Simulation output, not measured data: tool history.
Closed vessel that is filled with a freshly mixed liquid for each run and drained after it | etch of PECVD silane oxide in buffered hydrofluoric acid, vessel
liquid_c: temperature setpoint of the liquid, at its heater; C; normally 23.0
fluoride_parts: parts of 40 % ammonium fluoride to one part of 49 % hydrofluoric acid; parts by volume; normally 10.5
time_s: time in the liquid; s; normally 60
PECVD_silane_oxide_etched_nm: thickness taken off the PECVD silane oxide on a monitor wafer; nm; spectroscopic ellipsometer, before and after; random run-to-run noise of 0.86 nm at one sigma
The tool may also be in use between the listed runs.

run,hour,liquid_c,fluoride_parts,time_s,wafers since the last listed run,hours since the thermometer was replaced,hours since the hydrofluoric acid flow meter was replaced,hours since the gauge calibration,"read-back film thickness of the PECVD silane oxide reference wafer, read on the same gauge (nm)",PECVD_silane_oxide_etched_nm
1,0.0,23.0,10.5,60,0,1700.8,422.2,512.1,149.99,156.17
2,25.8,20.5,7.5,60,2664,1726.6,448.0,537.9,149.99,184.76
3,49.7,20.5,7.5,60,2468,1750.5,471.9,561.8,150.01,187.66
4,140.5,20.5,7.5,60,9378,1841.3,562.7,652.6,149.99,187.92
5,163.5,23.0,13.0,85,2375,1864.3,585.7,675.6,150.04,182.98
6,196.9,23.0,8.0,60,3449,1897.7,619.1,709.0,150.01,198.99
7,219.4,23.0,10.5,60,2324,1920.2,641.6,731.5,150.01,158.74
8,246.9,23.0,10.5,60,2840,1947.7,669.1,759.0,150.00,159.24
9,265.6,23.0,10.5,60,1931,1966.4,687.8,777.7,149.97,157.64
10,299.1,23.0,9.0,60,3460,1999.9,721.3,811.2,150.00,178.08
11,321.1,23.0,9.0,60,2272,2021.9,743.3,833.2,150.03,179.03
12,336.8,23.0,9.5,60,1621,2037.6,759.0,848.9,150.01,170.40
13,355.0,23.0,13.5,60,1879,2055.8,777.2,867.1,150.00,125.39
14,381.4,23.0,10.5,60,2726,2082.2,803.6,893.5,150.00,159.66
15,403.2,23.0,10.5,60,2251,2104.0,825.4,915.3,150.03,158.07
16,436.8,26.0,10.5,60,3470,2137.6,859.0,948.9,149.99,189.36
17,455.2,18.5,10.5,50,1900,2156.0,877.4,967.3,149.99,105.75
18,484.0,18.5,7.5,35,2974,2184.8,906.2,996.1,149.97,100.82
# hour 498.3: hydrofluoric acid flow meter replaced
19,501.2,23.0,10.5,90,1673,2202.0,2.9,1013.3,150.02,243.98
20,515.1,20.5,10.5,60,1435,2215.9,16.8,1027.2,150.04,140.07
21,537.6,25.0,9.5,75,2324,2238.4,39.3,1049.7,149.99,243.01
# hour 556.0: thermometer replaced
22,565.8,23.0,10.5,60,2809,9.8,67.5,1077.9,149.99,141.39
# hour 575.6: gauge calibrated
23,587.6,24.5,12.0,60,2251,31.6,89.3,12.0,150.03,134.69
24,616.6,18.0,14.5,40,2995,60.6,118.3,41.0,150.01,52.32
25,647.6,23.0,10.5,60,3202,91.6,149.3,72.0,150.01,141.88
26,668.1,24.5,13.5,30,2117,112.1,169.8,92.5,150.00,60.55
27,697.6,24.5,6.5,90,3047,141.6,199.3,122.0,150.00,362.98
28,729.5,24.5,14.0,80,3295,173.5,231.2,153.9,149.98,155.71
29,756.4,23.0,13.0,70,2778,200.4,258.1,180.8,150.02,134.32
30,781.5,19.0,12.5,45,2592,225.5,283.2,205.9,149.99,72.98
31,804.4,19.5,10.5,60,2365,248.4,306.1,228.8,150.01,118.41

5 options for the next run, each taken on its own from the tool as it stands now. Forecast them:
A,805.1,23.0,10.5,30,72,249.1,306.8,229.5,?,?
B,805.1,21.5,7.0,95,72,249.1,306.8,229.5,?,?
C,805.1,26.5,10.5,80,72,249.1,306.8,229.5,?,?
D,805.1,18.5,8.5,90,72,249.1,306.8,229.5,?,?
E,805.1,19.0,9.5,75,72,249.1,306.8,229.5,?,?

run,"read-back film thickness of the PECVD silane oxide reference wafer, read on the same gauge (nm)",PECVD_silane_oxide_etched_nm
A,149.99,71.37
B,149.99,306.12
C,149.99,229.98
D,149.99,198.86
E,149.99,154.82
The same runs, with their run-to-run variation unchanged, on a tool lacking any hidden condition would have given:
run,PECVD_silane_oxide_etched_nm
A,69.36
B,297.45
C,223.66
D,193.11
E,150.36
